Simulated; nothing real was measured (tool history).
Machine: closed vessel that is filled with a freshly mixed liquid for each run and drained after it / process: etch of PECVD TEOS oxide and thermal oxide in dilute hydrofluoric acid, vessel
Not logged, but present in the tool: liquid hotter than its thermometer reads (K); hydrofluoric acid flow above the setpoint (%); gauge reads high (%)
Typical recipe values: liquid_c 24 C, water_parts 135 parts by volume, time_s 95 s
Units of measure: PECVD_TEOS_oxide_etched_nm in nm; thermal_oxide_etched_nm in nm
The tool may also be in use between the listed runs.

run,hour,liquid_c,water_parts,time_s,wafers since the last listed run,hours since the thermometer was replaced,hours since the hydrofluoric acid flow meter was replaced,hours since the gauge calibration,"read-back film thickness of the PECVD TEOS oxide reference wafer, read on the same gauge (nm)","read-back film thickness of the thermal oxide reference wafer, read on the same gauge (nm)",PECVD_TEOS_oxide_etched_nm,thermal_oxide_etched_nm
1,0,24,135,65,0,2369.9,661.4,172.8,89.97,99.984,10.83,2.153
2,12.1,24,135,95,1487,2382,673.5,184.9,89.99,99.958,15.57,3.145
3,27.1,24,135,95,1844,2397,688.5,199.9,89.99,100.022,15.74,3.148
4,36.8,24,135,95,1192,2406.7,698.2,209.6,89.98,99.976,15.76,3.141
5,46.9,24,135,95,1241,2416.8,708.3,219.7,90,99.997,15.89,3.155
6,59.2,24,135,95,1512,2429.1,720.6,232,90.01,99.981,15.77,3.161
7,75.6,24,135,95,2016,2445.5,737,248.4,90.01,100.03,15.85,3.169
8,86.2,24,135,95,1303,2456.1,747.6,259,89.96,99.996,15.87,3.177
9,107,24,135,95,2557,2476.9,768.4,279.8,90.06,99.998,15.94,3.183
# hour 110.3: gauge calibrated
10,123.5,24,135,95,2028,2493.4,784.9,13.2,90.01,99.999,15.85,3.139
11,132.9,24,135,95,1155,2502.8,794.3,22.6,89.99,99.981,15.97,3.201
# hour 134.1: hydrofluoric acid flow meter replaced
12,150,24,175,95,1979,2519.9,15.9,39.7,89.97,100.017,10.8,2.151
13,156.8,22.5,200,70,836,2526.7,22.7,46.5,90,99.973,6.43,1.288
# hour 158.8: thermometer replaced
14,169,25.5,190,40,1377,10.2,34.9,58.7,89.99,100.001,4.4,0.879
15,183.9,24,135,95,1832,25.1,49.8,73.6,89.99,99.974,14.77,2.923
16,191,27.5,205,135,872,32.2,56.9,80.7,89.99,100.002,14.55,2.875
17,204.9,24,135,95,1709,46.1,70.8,94.6,90,100.034,14.78,2.909
18,211.2,24,160,80,774,52.4,77.1,100.9,89.97,99.992,10.23,2.037
19,224.2,24,135,95,1598,65.4,90.1,113.9,90.04,100.014,14.83,2.942
20,238.1,24,135,125,1709,79.3,104,127.8,89.99,99.958,19.68,3.91
21,250.1,27.5,180,150,1475,91.3,116,139.8,90.01,100.018,19.18,3.77
22,264.9,24,135,60,1819,106.1,130.8,154.6,90,100.004,9.4,1.866
23,277.4,24,135,95,1536,118.6,143.3,167.1,90,99.963,15,2.939
24,285.5,24,80,95,995,126.7,151.4,175.2,90,99.971,26.88,5.4
25,296.5,24,85,135,1352,137.7,162.4,186.2,90.04,100.037,35.91,7.055

Below, each run's measurement less what the same run would have read without the hidden state. Both values contain the same run-to-run variation, but the gauge's scatter may not be the same in both:
run,PECVD_TEOS_oxide_etched_nm,thermal_oxide_etched_nm
1,+0.75,+0.15
2,+1.1,+0.223
3,+1.14,+0.227
4,+1.15,+0.229
5,+1.17,+0.233
6,+1.18,+0.237
7,+1.21,+0.242
8,+1.22,+0.246
9,+1.26,+0.252
10,+1.28,+0.253
11,+1.3,+0.26
12,+0.1,+0.021
13,+0.06,+0.013
14,+0.05,+0.01
15,+0.19,+0.037
16,+0.22,+0.042
17,+0.22,+0.044
18,+0.17,+0.032
19,+0.25,+0.05
20,+0.36,+0.072
21,+0.4,+0.077
22,+0.19,+0.039
23,+0.33,+0.065
24,+0.59,+0.118
25,+0.83,+0.162
